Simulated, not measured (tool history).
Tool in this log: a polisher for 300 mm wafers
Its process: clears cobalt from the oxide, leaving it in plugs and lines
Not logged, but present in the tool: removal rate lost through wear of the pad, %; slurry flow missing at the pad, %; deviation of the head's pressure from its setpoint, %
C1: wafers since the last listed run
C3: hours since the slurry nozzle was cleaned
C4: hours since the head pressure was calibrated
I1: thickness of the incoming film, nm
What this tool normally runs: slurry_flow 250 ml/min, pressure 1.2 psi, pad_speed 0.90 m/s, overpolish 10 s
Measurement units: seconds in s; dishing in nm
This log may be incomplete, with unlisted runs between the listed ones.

Run 1, hour 0.0: usual settings but pressure 1.4 psi; C1 0; wafers polished on this pad 789; C3 120.5; C4 298.4; I1 237.9. Result: seconds 83.7 s, dishing 22.2 nm.
At hour 15.4: worn pad replaced by a new one.
Run 2, hour 15.9: usual settings but pressure 1.4 psi; C1 91; wafers polished on this pad 4; C3 136.4; C4 314.3; I1 238.1. Result: seconds 84.9 s, dishing 22.8 nm.
Run 3, hour 38.7: usual settings; C1 175; wafers polished on this pad 179; C3 159.2; C4 337.1; I1 236.0. Result: seconds 97.2 s, dishing 20.0 nm.
Run 4, hour 46.3: usual settings; C1 58; wafers polished on this pad 238; C3 166.8; C4 344.7; I1 234.8. Result: seconds 93.3 s, dishing 19.8 nm.
Run 5, hour 53.3: usual settings; C1 53; wafers polished on this pad 291; C3 173.8; C4 351.7; I1 234.4. Result: seconds 98.6 s, dishing 20.2 nm.
Run 6, hour 60.7: usual settings; C1 56; wafers polished on this pad 348; C3 181.2; C4 359.1; I1 233.7. Result: seconds 96.1 s, dishing 19.7 nm.
Run 7, hour 74.8: usual settings but slurry_flow 225 ml/min; C1 108; wafers polished on this pad 457; C3 195.3; C4 373.2; I1 234.9. Result: seconds 95.9 s, dishing 20.1 nm.
Run 8, hour 81.0: usual settings but slurry_flow 225 ml/min; C1 47; wafers polished on this pad 505; C3 201.5; C4 379.4; I1 232.6. Result: seconds 95.4 s, dishing 19.5 nm.
Run 9, hour 94.8: usual settings but slurry_flow 225 ml/min; C1 106; wafers polished on this pad 611; C3 215.3; C4 393.2; I1 234.9. Result: seconds 96.8 s, dishing 20.1 nm.
Run 10, hour 108.8: usual settings; C1 107; wafers polished on this pad 719; C3 229.3; C4 407.2; I1 232.3. Result: seconds 96.5 s, dishing 20.0 nm.
At hour 124.6: worn pad replaced by a new one.
Run 11, hour 126.1: usual settings; C1 102; wafers polished on this pad 11; C3 246.6; C4 424.5; I1 235.1. Result: seconds 93.8 s, dishing 20.2 nm.
Run 12, hour 143.3: usual settings; C1 132; wafers polished on this pad 143; C3 263.8; C4 441.7; I1 233.1. Result: seconds 96.1 s, dishing 20.2 nm.
Run 13, hour 155.8: usual settings but pressure 1.4 psi; C1 96; wafers polished on this pad 239; C3 276.3; C4 454.2; I1 235.6. Result: seconds 81.2 s, dishing 22.7 nm.
At hour 166.4: head pressure recalibrated.
Run 14, hour 172.7: usual settings but pressure 1.4 psi; C1 114; wafers polished on this pad 354; C3 293.2; C4 6.3; I1 233.9. Result: seconds 82.5 s, dishing 22.2 nm.
Run 15, hour 180.3: usual settings; C1 58; wafers polished on this pad 413; C3 300.8; C4 13.9; I1 236.7. Result: seconds 98.8 s, dishing 19.8 nm.
At hour 230.2: slurry nozzle cleaned.
Run 16, hour 230.7: usual settings but slurry_flow 175 ml/min, pad_speed 1.18 m/s; C1 380; wafers polished on this pad 793; C3 0.5; C4 64.3; I1 233.3. Result: seconds 79.7 s, dishing 23.0 nm.
At hour 238.1: worn pad replaced by a new one.
Run 17, hour 238.6: usual settings but slurry_flow 190 ml/min; C1 30; wafers polished on this pad 4; C3 8.4; C4 72.2; I1 231.3. Result: seconds 98.3 s, dishing 19.8 nm.
Run 18, hour 248.2: usual settings but slurry_flow 215 ml/min, pressure 1.4 psi, pad_speed 0.64 m/s; C1 73; wafers polished on this pad 77; C3 18.0; C4 81.8; I1 235.7. Result: seconds 107.4 s, dishing 18.5 nm.
Run 19, hour 256.0: usual settings but slurry_flow 215 ml/min, pressure 1.5 psi, pad_speed 1.20 m/s, overpolish 5 s; C1 60; wafers polished on this pad 138; C3 25.8; C4 89.6; I1 240.4. Result: seconds 65.4 s, dishing 15.9 nm.
Run 20, hour 262.4: usual settings but pressure 1.4 psi, overpolish 12 s; C1 49; wafers polished on this pad 187; C3 32.2; C4 96.0; I1 239.0. Result: seconds 83.8 s, dishing 25.3 nm.
Run 21, hour 269.9: usual settings but pad_speed 1.10 m/s, overpolish 13 s; C1 57; wafers polished on this pad 245; C3 39.7; C4 103.5; I1 235.1. Result: seconds 79.8 s, dishing 27.6 nm.
Run 22, hour 280.4: usual settings but slurry_flow 325 ml/min, pressure 0.9 psi, pad_speed 0.74 m/s, overpolish 6 s; C1 80; wafers polished on this pad 325; C3 50.2; C4 114.0; I1 235.2. Result: seconds 145.2 s, dishing 9.1 nm.
Run 23, hour 295.5: usual settings but pad_speed 1.22 m/s; C1 116; wafers polished on this pad 442; C3 65.3; C4 129.1; I1 235.8. Result: seconds 76.2 s, dishing 24.1 nm.
Run 24, hour 308.9: usual settings; C1 103; wafers polished on this pad 545; C3 78.7; C4 142.5; I1 233.9. Result: seconds 95.3 s, dishing 20.1 nm.

What will run 25 give?
Run 25, hour 323.5: usual settings; C1 112; wafers polished on this pad 657; C3 93.3; C4 157.1; I1 232.5. Result: seconds ?, dishing ?.

seconds: 97.0 s
dishing: 19.8 nm
Without the tool's hidden state the same run would have given seconds 97.0 s, dishing 19.8 nm.
